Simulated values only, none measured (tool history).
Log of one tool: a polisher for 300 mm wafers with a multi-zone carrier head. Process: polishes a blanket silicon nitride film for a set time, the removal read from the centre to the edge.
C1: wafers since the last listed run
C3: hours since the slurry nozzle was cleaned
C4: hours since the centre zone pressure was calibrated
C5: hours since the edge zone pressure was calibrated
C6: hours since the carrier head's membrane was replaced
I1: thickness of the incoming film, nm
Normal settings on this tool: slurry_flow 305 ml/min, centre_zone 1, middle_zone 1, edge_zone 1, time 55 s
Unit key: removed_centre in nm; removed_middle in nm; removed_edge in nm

run 1 hour=0 | slurry_flow=225 centre_zone=1 middle_zone=1 edge_zone=1 time=55 | C1=0 wafers_polished_on_this_pad=105 C3=544.8 C4=596.3 C5=609.9 C6=1649.5 | I1=494.1 | removed_centre=115.9 removed_middle=108.4 removed_edge=109.9
run 2 hour=8.1 | slurry_flow=225 centre_zone=1 middle_zone=1 edge_zone=1 time=55 | C1=65 wafers_polished_on_this_pad=171 C3=552.9 C4=604.4 C5=618 C6=1657.6 | I1=507.8 | removed_centre=116.3 removed_middle=106.4 removed_edge=107.3
run 3 hour=15.5 | slurry_flow=305 centre_zone=1 middle_zone=1 edge_zone=1 time=55 | C1=60 wafers_polished_on_this_pad=231 C3=560.3 C4=611.8 C5=625.4 C6=1665 | I1=493.2 | removed_centre=120.1 removed_middle=110.6 removed_edge=109.2
run 4 hour=30 | slurry_flow=305 centre_zone=1 middle_zone=1 edge_zone=1 time=55 | C1=117 wafers_polished_on_this_pad=348 C3=574.8 C4=626.3 C5=639.9 C6=1679.5 | I1=502.5 | removed_centre=117.8 removed_middle=108.5 removed_edge=107.6
run 5 hour=38.5 | slurry_flow=305 centre_zone=1 middle_zone=1 edge_zone=1 time=55 | C1=68 wafers_polished_on_this_pad=417 C3=583.3 C4=634.8 C5=648.4 C6=1688 | I1=506.4 | removed_centre=117.3 removed_middle=107 removed_edge=107.8
run 6 hour=53.4 | slurry_flow=305 centre_zone=1 middle_zone=1 edge_zone=1 time=55 | C1=120 wafers_polished_on_this_pad=538 C3=598.2 C4=649.7 C5=663.3 C6=1702.9 | I1=502.6 | removed_centre=116.5 removed_middle=106.8 removed_edge=107.1
run 7 hour=61.3 | slurry_flow=305 centre_zone=1 middle_zone=1.06 edge_zone=1 time=55 | C1=64 wafers_polished_on_this_pad=602 C3=606.1 C4=657.6 C5=671.2 C6=1710.8 | I1=502.6 | removed_centre=116.5 removed_middle=111.5 removed_edge=107.3
-- hour=68.4 carrier head's membrane replaced by a new one
-- hour=69.2 edge zone pressure recalibrated
run 8 hour=69.7 | slurry_flow=305 centre_zone=1 middle_zone=1.06 edge_zone=1 time=55 | C1=20 wafers_polished_on_this_pad=623 C3=614.5 C4=666 C5=0.5 C6=1.3 | I1=503.5 | removed_centre=116.5 removed_middle=113.6 removed_edge=104.5
-- hour=74.1 slurry nozzle cleaned
run 9 hour=76.3 | slurry_flow=305 centre_zone=1 middle_zone=1.06 edge_zone=1 time=55 | C1=45 wafers_polished_on_this_pad=669 C3=2.2 C4=672.6 C5=7.1 C6=7.9 | I1=504.1 | removed_centre=115.2 removed_middle=110.8 removed_edge=106
run 10 hour=85.2 | slurry_flow=225 centre_zone=1 middle_zone=1 edge_zone=1 time=55 | C1=72 wafers_polished_on_this_pad=741 C3=11.1 C4=681.5 C5=16 C6=16.8 | I1=498.3 | removed_centre=112.3 removed_middle=104.2 removed_edge=101.1
run 11 hour=99.1 | slurry_flow=205 centre_zone=1 middle_zone=1 edge_zone=1 time=55 | C1=112 wafers_polished_on_this_pad=854 C3=25 C4=695.4 C5=29.9 C6=30.7 | I1=505.4 | removed_centre=111.5 removed_middle=102 removed_edge=102.4
-- hour=104.9 worn pad replaced by a new one
-- hour=106.4 centre zone pressure recalibrated
run 12 hour=113.1 | slurry_flow=305 centre_zone=1 middle_zone=1 edge_zone=0.91 time=55 | C1=69 wafers_polished_on_this_pad=54 C3=39 C4=6.7 C5=43.9 C6=44.7 | I1=501.5 | removed_centre=111.6 removed_middle=109.1 removed_edge=103.3
run 13 hour=125.1 | slurry_flow=410 centre_zone=1 middle_zone=0.95 edge_zone=0.9 time=55 | C1=97 wafers_polished_on_this_pad=151 C3=51 C4=18.7 C5=55.9 C6=56.7 | I1=509.2 | removed_centre=112.8 removed_middle=109 removed_edge=105.3
run 14 hour=137.6 | slurry_flow=355 centre_zone=0.93 middle_zone=0.93 edge_zone=1 time=40 | C1=101 wafers_polished_on_this_pad=253 C3=63.5 C4=31.2 C5=68.4 C6=69.2 | I1=498.4 | removed_centre=76.4 removed_middle=76.3 removed_edge=79.5
run 15 hour=145.1 | slurry_flow=350 centre_zone=0.9 middle_zone=0.95 edge_zone=0.94 time=55 | C1=60 wafers_polished_on_this_pad=314 C3=71 C4=38.7 C5=75.9 C6=76.7 | I1=508 | removed_centre=100.5 removed_middle=105.8 removed_edge=105.9
run 16 hour=156 | slurry_flow=305 centre_zone=1 middle_zone=1 edge_zone=1 time=55 | C1=88 wafers_polished_on_this_pad=402 C3=81.9 C4=49.6 C5=86.8 C6=87.6 | I1=504.3 | removed_centre=110.2 removed_middle=108.7 removed_edge=109
run 17 hour=166.6 | slurry_flow=275 centre_zone=1.08 middle_zone=1 edge_zone=1 time=49 | C1=86 wafers_polished_on_this_pad=488 C3=92.5 C4=60.2 C5=97.4 C6=98.2 | I1=499.1 | removed_centre=105.7 removed_middle=95.7 removed_edge=95.2
run 18 hour=182.3 | slurry_flow=305 centre_zone=1 middle_zone=1 edge_zone=1 time=55 | C1=127 wafers_polished_on_this_pad=616 C3=108.2 C4=75.9 C5=113.1 C6=113.9 | I1=496.9 | removed_centre=111.8 removed_middle=108.4 removed_edge=108.6

Predict each of these 4 candidate next runs independently; none follows another, all start after run 18:
run A hour=182.7 | slurry_flow=305 centre_zone=1 middle_zone=1 edge_zone=1 time=55 | C1=3 wafers_polished_on_this_pad=619 C3=108.6 C4=76.3 C5=113.5 C6=114.3 | I1=500.6 | removed_centre=? removed_middle=? removed_edge=?
run B hour=182.7 | slurry_flow=305 centre_zone=1 middle_zone=1.08 edge_zone=1 time=55 | C1=3 wafers_polished_on_this_pad=619 C3=108.6 C4=76.3 C5=113.5 C6=114.3 | I1=500.6 | removed_centre=? removed_middle=? removed_edge=?
run C hour=182.7 | slurry_flow=305 centre_zone=1 middle_zone=1.08 edge_zone=0.89 time=55 | C1=3 wafers_polished_on_this_pad=619 C3=108.6 C4=76.3 C5=113.5 C6=114.3 | I1=500.6 | removed_centre=? removed_middle=? removed_edge=?
run D hour=182.7 | slurry_flow=250 centre_zone=1.07 middle_zone=1.08 edge_zone=1.06 time=55 | C1=3 wafers_polished_on_this_pad=619 C3=108.6 C4=76.3 C5=113.5 C6=114.3 | I1=500.6 | removed_centre=? removed_middle=? removed_edge=?

run=A removed_centre=109.5 removed_middle=107.8 removed_edge=106
run=B removed_centre=109.6 removed_middle=115.1 removed_edge=105.9
run=C removed_centre=109.6 removed_middle=115.1 removed_edge=100.3
run=D removed_centre=114.7 removed_middle=113.4 removed_edge=107.8
Without the tool's hidden state the same runs would have given:
run=A removed_centre=110 removed_middle=111.3 removed_edge=109.5
run=B removed_centre=110 removed_middle=118.9 removed_edge=109.4
run=C removed_centre=110 removed_middle=118.9 removed_edge=103.6
run=D removed_centre=115.2 removed_middle=117.2 removed_edge=111.4
